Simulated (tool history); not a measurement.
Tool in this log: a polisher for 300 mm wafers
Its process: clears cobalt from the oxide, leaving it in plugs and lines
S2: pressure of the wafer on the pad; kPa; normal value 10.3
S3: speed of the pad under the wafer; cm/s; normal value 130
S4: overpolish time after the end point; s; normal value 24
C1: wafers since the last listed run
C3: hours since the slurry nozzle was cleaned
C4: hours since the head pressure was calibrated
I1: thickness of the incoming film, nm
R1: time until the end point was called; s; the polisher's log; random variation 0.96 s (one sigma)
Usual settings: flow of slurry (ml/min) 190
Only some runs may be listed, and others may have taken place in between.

{"run": 1, "hour": 0.0, "flow of slurry (ml/min)": 190, "S2": 10.3, "S3": 98, "S4": 24, "C1": 0, "wafers polished on this pad": 289, "C3": 57.6, "C4": 1463.5, "I1": 299.7, "R1": 67.2}
{"run": 2, "hour": 11.1, "flow of slurry (ml/min)": 235, "S2": 10.3, "S3": 130, "S4": 19, "C1": 140, "wafers polished on this pad": 430, "C3": 68.7, "C4": 1474.6, "I1": 301.8, "R1": 53.2}
{"run": 3, "hour": 18.9, "flow of slurry (ml/min)": 235, "S2": 10.3, "S3": 130, "S4": 19, "C1": 98, "wafers polished on this pad": 528, "C3": 76.5, "C4": 1482.4, "I1": 299.1, "R1": 53}
{"run": 4, "hour": 36.4, "flow of slurry (ml/min)": 190, "S2": 10.3, "S3": 130, "S4": 33, "C1": 221, "wafers polished on this pad": 749, "C3": 94, "C4": 1499.9, "I1": 294.6, "R1": 55.2}
{"run": 5, "hour": 43.0, "flow of slurry (ml/min)": 190, "S2": 10.3, "S3": 130, "S4": 33, "C1": 83, "wafers polished on this pad": 833, "C3": 100.6, "C4": 1506.5, "I1": 295.3, "R1": 53.1}
{"run": 6, "hour": 59.5, "flow of slurry (ml/min)": 190, "S2": 10.3, "S3": 130, "S4": 24, "C1": 208, "wafers polished on this pad": 1041, "C3": 117.1, "C4": 1523, "I1": 299, "R1": 55.6}
{"hour": 95.0, "done": "worn pad replaced by a new one"}
{"run": 7, "hour": 107.1, "flow of slurry (ml/min)": 190, "S2": 10.3, "S3": 130, "S4": 24, "C1": 550, "wafers polished on this pad": 152, "C3": 164.7, "C4": 1570.6, "I1": 300.7, "R1": 56.4}
{"run": 8, "hour": 120.7, "flow of slurry (ml/min)": 190, "S2": 10.3, "S3": 130, "S4": 24, "C1": 171, "wafers polished on this pad": 324, "C3": 178.3, "C4": 1584.2, "I1": 300.1, "R1": 56.2}
{"hour": 124.1, "done": "head pressure recalibrated"}
{"run": 9, "hour": 135.0, "flow of slurry (ml/min)": 165, "S2": 10.3, "S3": 130, "S4": 24, "C1": 155, "wafers polished on this pad": 479, "C3": 192.6, "C4": 10.9, "I1": 303.3, "R1": 57.9}
{"run": 10, "hour": 149.2, "flow of slurry (ml/min)": 190, "S2": 10.3, "S3": 130, "S4": 24, "C1": 179, "wafers polished on this pad": 659, "C3": 206.8, "C4": 25.1, "I1": 299.2, "R1": 55.1}
{"run": 11, "hour": 161.2, "flow of slurry (ml/min)": 190, "S2": 10.3, "S3": 130, "S4": 24, "C1": 151, "wafers polished on this pad": 811, "C3": 218.8, "C4": 37.1, "I1": 294.1, "R1": 54.5}
{"run": 12, "hour": 185.5, "flow of slurry (ml/min)": 235, "S2": 10.3, "S3": 130, "S4": 19, "C1": 307, "wafers polished on this pad": 1118, "C3": 243.1, "C4": 61.4, "I1": 303.9, "R1": 54.9}
{"run": 13, "hour": 204.3, "flow of slurry (ml/min)": 235, "S2": 10.3, "S3": 130, "S4": 24, "C1": 237, "wafers polished on this pad": 1355, "C3": 261.9, "C4": 80.2, "I1": 302.1, "R1": 56.4}
{"run": 14, "hour": 213.9, "flow of slurry (ml/min)": 190, "S2": 10.3, "S3": 130, "S4": 24, "C1": 121, "wafers polished on this pad": 1476, "C3": 271.5, "C4": 89.8, "I1": 306, "R1": 57}
{"hour": 249.4, "done": "worn pad replaced by a new one"}
{"run": 15, "hour": 263.4, "flow of slurry (ml/min)": 145, "S2": 10.3, "S3": 174, "S4": 17, "C1": 574, "wafers polished on this pad": 177, "C3": 321, "C4": 139.3, "I1": 299.5, "R1": 50.2}
{"run": 16, "hour": 274.3, "flow of slurry (ml/min)": 155, "S2": 7.6, "S3": 130, "S4": 24, "C1": 137, "wafers polished on this pad": 315, "C3": 331.9, "C4": 150.2, "I1": 297.3, "R1": 79}
{"run": 17, "hour": 290.1, "flow of slurry (ml/min)": 225, "S2": 10.3, "S3": 130, "S4": 13, "C1": 199, "wafers polished on this pad": 514, "C3": 347.7, "C4": 166, "I1": 303.1, "R1": 58.8}
{"hour": 301.7, "done": "slurry nozzle cleaned"}
{"run": 18, "hour": 302.2, "flow of slurry (ml/min)": 190, "S2": 10.3, "S3": 130, "S4": 24, "C1": 140, "wafers polished on this pad": 655, "C3": 0.5, "C4": 178.1, "I1": 297.9, "R1": 52.8}
{"run": 19, "hour": 308.7, "flow of slurry (ml/min)": 145, "S2": 6.9, "S3": 130, "S4": 13, "C1": 82, "wafers polished on this pad": 737, "C3": 7, "C4": 184.6, "I1": 305.1, "R1": 76.2}
{"run": 20, "hour": 319.2, "flow of slurry (ml/min)": 190, "S2": 10.3, "S3": 98, "S4": 24, "C1": 132, "wafers polished on this pad": 869, "C3": 17.5, "C4": 195.1, "I1": 297.3, "R1": 66.2}
{"run": 21, "hour": 333.5, "flow of slurry (ml/min)": 125, "S2": 13.8, "S3": 108, "S4": 17, "C1": 180, "wafers polished on this pad": 1050, "C3": 31.8, "C4": 209.4, "I1": 297.9, "R1": 54.6}
{"run": 22, "hour": 346.8, "flow of slurry (ml/min)": 190, "S2": 10.3, "S3": 98, "S4": 24, "C1": 168, "wafers polished on this pad": 1218, "C3": 45.1, "C4": 222.7, "I1": 302.3, "R1": 68.6}
{"run": 23, "hour": 356.8, "flow of slurry (ml/min)": 170, "S2": 8.3, "S3": 172, "S4": 34, "C1": 126, "wafers polished on this pad": 1344, "C3": 55.1, "C4": 232.7, "I1": 299, "R1": 49.6}
{"run": 24, "hour": 366.3, "flow of slurry (ml/min)": 235, "S2": 10.3, "S3": 130, "S4": 19, "C1": 120, "wafers polished on this pad": 1464, "C3": 64.6, "C4": 242.2, "I1": 305.5, "R1": 54.4}
{"run": 25, "hour": 381.2, "flow of slurry (ml/min)": 225, "S2": 8.3, "S3": 130, "S4": 24, "C1": 188, "wafers polished on this pad": 1653, "C3": 79.5, "C4": 257.1, "I1": 299.5, "R1": 64.5}
{"hour": 391.7, "done": "worn pad replaced by a new one"}
{"run": 26, "hour": 392.2, "flow of slurry (ml/min)": 190, "S2": 10.3, "S3": 130, "S4": 24, "C1": 88, "wafers polished on this pad": 6, "C3": 90.5, "C4": 268.1, "I1": 300.3, "R1": 54.2}
{"run": 27, "hour": 404.9, "flow of slurry (ml/min)": 190, "S2": 8.3, "S3": 130, "S4": 29, "C1": 160, "wafers polished on this pad": 166, "C3": 103.2, "C4": 280.8, "I1": 297.9, "R1": 63}
{"run": 28, "hour": 411.8, "flow of slurry (ml/min)": 245, "S2": 10.3, "S3": 130, "S4": 12, "C1": 87, "wafers polished on this pad": 253, "C3": 110.1, "C4": 287.7, "I1": 301.1, "R1": 52.7}
{"run": 29, "hour": 425.6, "flow of slurry (ml/min)": 125, "S2": 9, "S3": 92, "S4": 24, "C1": 174, "wafers polished on this pad": 428, "C3": 123.9, "C4": 301.5, "I1": 300.5, "R1": 86.6}
{"run": 30, "hour": 438.6, "flow of slurry (ml/min)": 190, "S2": 11, "S3": 172, "S4": 24, "C1": 164, "wafers polished on this pad": 592, "C3": 136.9, "C4": 314.5, "I1": 295.9, "R1": 39.5}
{"run": 31, "hour": 447.0, "flow of slurry (ml/min)": 190, "S2": 10.3, "S3": 130, "S4": 24, "C1": 106, "wafers polished on this pad": 698, "C3": 145.3, "C4": 322.9, "I1": 303.9, "R1": 54.2}
{"run": 32, "hour": 464.4, "flow of slurry (ml/min)": 190, "S2": 8.3, "S3": 130, "S4": 24, "C1": 219, "wafers polished on this pad": 918, "C3": 162.7, "C4": 340.3, "I1": 302.4, "R1": 63.5}
{"run": 33, "hour": 479.0, "flow of slurry (ml/min)": 190, "S2": 10.3, "S3": 130, "S4": 24, "C1": 184, "wafers polished on this pad": 1102, "C3": 177.3, "C4": 354.9, "I1": 305.2, "R1": 55.5}
{"run": 34, "hour": 492.4, "flow of slurry (ml/min)": 140, "S2": 10.3, "S3": 130, "S4": 38, "C1": 169, "wafers polished on this pad": 1272, "C3": 190.7, "C4": 368.3, "I1": 304.5, "R1": 60.6}
{"run": 35, "hour": 505.7, "flow of slurry (ml/min)": 190, "S2": 10.3, "S3": 130, "S4": 38, "C1": 168, "wafers polished on this pad": 1440, "C3": 204, "C4": 381.6, "I1": 294.3, "R1": 54}
{"run": 36, "hour": 514.1, "flow of slurry (ml/min)": 190, "S2": 10.3, "S3": 176, "S4": 12, "C1": 106, "wafers polished on this pad": 1546, "C3": 212.4, "C4": 390, "I1": 302.3, "R1": 43.4}

Alternative continuations, all from the tool just after run 36; predict every row:
{"run": "A", "hour": 514.5, "flow of slurry (ml/min)": 190, "S2": 10.3, "S3": 130, "S4": 24, "C1": 5, "wafers polished on this pad": 1551, "C3": 212.8, "C4": 390.4, "I1": 300.1, "R1": "?"}
{"run": "B", "hour": 514.5, "flow of slurry (ml/min)": 230, "S2": 11.7, "S3": 130, "S4": 24, "C1": 5, "wafers polished on this pad": 1551, "C3": 212.8, "C4": 390.4, "I1": 300.1, "R1": "?"}
{"run": "C", "hour": 514.5, "flow of slurry (ml/min)": 190, "S2": 10.3, "S3": 150, "S4": 24, "C1": 5, "wafers polished on this pad": 1551, "C3": 212.8, "C4": 390.4, "I1": 300.1, "R1": "?"}

run=A R1=54.5
run=B R1=48.2
run=C R1=48.2
Without the tool's unlogged condition, the same runs would have read:
run=A R1=53.1
run=B R1=47.1
run=C R1=46.9
